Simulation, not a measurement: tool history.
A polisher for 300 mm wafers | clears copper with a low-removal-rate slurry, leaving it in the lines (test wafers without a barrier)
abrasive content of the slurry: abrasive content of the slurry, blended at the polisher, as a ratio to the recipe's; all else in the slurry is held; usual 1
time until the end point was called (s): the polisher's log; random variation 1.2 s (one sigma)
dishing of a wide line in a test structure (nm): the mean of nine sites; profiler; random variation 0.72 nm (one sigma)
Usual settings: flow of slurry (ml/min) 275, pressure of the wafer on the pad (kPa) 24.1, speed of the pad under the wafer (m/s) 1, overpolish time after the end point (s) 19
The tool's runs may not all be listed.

run	day	flow of slurry (ml/min)	pressure of the wafer on the pad (kPa)	speed of the pad under the wafer (m/s)	abrasive content of the slurry	overpolish time after the end point (s)	wafers since the last listed run	wafers polished on this pad	hours since the slurry nozzle was cleaned	hours since the head pressure was calibrated	hours since the slurry blender was calibrated	incoming thickness of the incoming film, nm	time until the end point was called (s)	dishing of a wide line in a test structure (nm)
1	0	275	24.1	1.2	1	19	0	912	15.8	460.2	93.3	375.6	95.6	44.1
2	1.221	275	24.1	1	1	19	235	1147	45.1	489.5	122.6	377.8	115.6	38.6
3	2.675	275	24.1	1	1	19	281	1428	80	524.4	157.5	376.6	117.6	37.8
4	3.338	275	24.1	1	1	19	128	1556	95.9	540.3	173.4	385.9	122.7	37.9
# day 4.288: worn pad replaced by a new one
5	4.688	305	24.1	1.22	0.7	19	228	77	128.3	572.7	205.8	376.9	110	39.2
6	5.671	240	19.3	1	0.85	26	190	267	151.9	596.3	229.4	384.6	167.1	37.9
7	7.108	275	28.3	1	1.15	19	277	544	186.4	630.8	263.9	378.5	98.3	43.1
8	7.942	345	27.6	1	1.15	19	161	705	206.4	650.8	283.9	385.9	101.4	42.8
9	8.788	275	24.1	1	1	19	163	869	226.7	671.1	304.2	386.2	126.9	37.4
# day 9.167: slurry blender recalibrated
# day 9.346: head pressure recalibrated
10	9.408	215	24.1	1.28	1	19	87	957	241.6	1.5	5.8	380.7	104.2	43.1
# day 10.662: slurry nozzle cleaned
11	10.683	275	17.9	0.78	1	30	238	1195	0.5	32.1	36.4	382.9	197.7	36.3
12	12.029	275	24.1	1	1	19	260	1455	32.8	64.4	68.7	383.1	117.5	39.8
13	12.817	275	17.9	0.64	1.1	22	152	1607	51.7	83.3	87.6	380.1	230.4	27.5
14	13.521	275	24.1	1	1	19	136	1743	68.6	100.2	104.5	372.5	117.8	37.3
# day 14.242: worn pad replaced by a new one
15	14.262	275	24.1	1	1	19	111	3	86.4	118	122.3	381	121	38.8
16	15.042	215	32.4	0.68	0.7	19	150	154	105.1	136.7	141	379.9	153.9	32.7
17	16.342	360	24.1	1.16	0.9	15	251	405	136.3	167.9	172.2	373	103.3	36
18	17.017	350	24.1	1	1	12	130	536	152.5	184.1	188.4	376.5	117.2	28.8
19	18.271	275	24.1	1	1	19	242	778	182.6	214.2	218.5	374.5	121.5	37.8
20	18.812	275	24.1	1	1	19	104	883	195.6	227.2	231.5	374.1	119.9	38.2
21	19.412	275	24.1	1	1	19	115	999	210	241.6	245.9	382	122.8	36.9
22	20.346	275	28.3	0.7	1.15	19	180	1179	232.4	264	268.3	382.4	140.5	33.5
23	21.15	340	28.3	1	1	10	155	1334	251.7	283.3	287.6	379.2	101.1	26.9
# day 21.579: slurry nozzle cleaned
24	22.158	275	24.1	1	1	19	186	1521	13.9	307.5	311.8	384.7	115.9	37.7
25	23.467	315	17.2	1	0.9	26	252	1774	45.3	338.9	343.2	377.2	165.7	37.8
26	23.988	275	24.1	1	1	19	100	1875	57.8	351.4	355.7	381.5	116.9	39
# day 24.788: slurry blender recalibrated
# day 24.796: worn pad replaced by a new one
27	24.817	275	18.6	1	1.2	19	142	4	77.7	371.3	0.7	375.9	143.7	32.6
28	25.167	355	24.1	0.74	1	19	67	71	86.1	379.7	9.1	375.1	150.3	33.1

Some steps in time until the end point was called (s) between neighbouring runs. How much of each would the tool show without its hidden state too (settings, what came in, random variation), and how much is left for the hidden state, with any gauge scatter that isn't in both results?
The hidden state here: removal rate lost through wear of the pad, %; slurry flow missing at the pad, %; deviation of the head's pressure from its setpoint, %; abrasive missing from the slurry, %.
Run 5 -> 6: flow of slurry (ml/min) 305 -> 240, pressure of the wafer on the pad (kPa) 24.1 -> 19.3, speed of the pad under the wafer (m/s) 1.22 -> 1, abrasive content of the slurry 0.7 -> 0.85, overpolish time after the end point (s) 19 -> 26. time until the end point was called (s) +57.1: hidden state +5.6, all else +51.5.
Run 10 -> 11: flow of slurry (ml/min) 215 -> 275, pressure of the wafer on the pad (kPa) 24.1 -> 17.9, speed of the pad under the wafer (m/s) 1.28 -> 0.78, overpolish time after the end point (s) 19 -> 30, slurry nozzle cleaned. time until the end point was called (s) +93.5: hidden state -8.3, all else +101.8.
Run 12 -> 13: pressure of the wafer on the pad (kPa) 24.1 -> 17.9, speed of the pad under the wafer (m/s) 1 -> 0.64, abrasive content of the slurry 1 -> 1.1, overpolish time after the end point (s) 19 -> 22. time until the end point was called (s) +112.9: hidden state +4.2, all else +108.7.
Run 13 -> 14: pressure of the wafer on the pad (kPa) 17.9 -> 24.1, speed of the pad under the wafer (m/s) 0.64 -> 1, abrasive content of the slurry 1.1 -> 1, overpolish time after the end point (s) 22 -> 19. time until the end point was called (s) -112.6: hidden state -2.3, all else -110.3.
